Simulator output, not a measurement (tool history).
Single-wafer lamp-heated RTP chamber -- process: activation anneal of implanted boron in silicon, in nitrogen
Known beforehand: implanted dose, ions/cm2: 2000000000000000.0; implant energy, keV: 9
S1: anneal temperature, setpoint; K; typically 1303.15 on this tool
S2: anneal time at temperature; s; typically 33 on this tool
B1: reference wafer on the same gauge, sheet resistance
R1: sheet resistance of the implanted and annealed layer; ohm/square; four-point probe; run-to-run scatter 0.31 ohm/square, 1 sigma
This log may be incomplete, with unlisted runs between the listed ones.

run	hour	S1	S2	B1	R1
1	0	1303.15	28	104.39	93.65
2	100.5	1303.15	28	104.45	93.34
3	184.1	1303.15	33	104.46	91.04
4	274.3	1303.15	33	104.51	90.21
5	346.2	1303.15	33	104.25	90.31
6	428.5	1303.15	33	104.48	90.48
# hour 589: pyrometer window cleaned and pyrometer calibrated
7	701.3	1303.15	33	104.55	92.83
8	754.3	1303.15	33	104.21	92.29
9	798.9	1303.15	33	104.36	92.26
10	848.8	1303.15	33	104.36	92.29
# hour 945: reflector plate cleaned
11	959.2	1303.15	33	104.4	91.39
# hour 992.9: gauge calibrated
12	1017	1303.15	33	104.33	91.32
13	1082.5	1303.15	33	104.44	90.73
14	1127.8	1295.15	26	104.46	97.9
15	1180.2	1303.15	33	104.42	90.02
16	1220.1	1325.15	42	104.18	76.85
17	1300	1275.15	20	104.36	110.36
18	1341.1	1329.15	45	104.36	74.28
19	1425.3	1289.15	46	104.51	92.76
20	1517.9	1303.15	52	104.43	83.75
21	1583.7	1286.15	39	104.35	96.04
# hour 1618.9: pyrometer window cleaned and pyrometer calibrated
22	1677.2	1289.15	13	104.38	109.09
23	1775.3	1323.15	13	104.37	92.89

What if the next run were any one of these 4? Each begins from the tool's condition after run 23:
A	1775.7	1303.15	33	?	?
B	1775.7	1289.15	17	?	?
C	1775.7	1287.15	27	?	?
D	1775.7	1312.15	21	?	?

run	B1	R1
A	104.42	92.56
B	104.42	106.93
C	104.42	103.53
D	104.42	93.17
Without the tool's unlogged condition, the same runs would have read:
run	R1
A	93.81
B	108.09
C	104.76
D	94.32
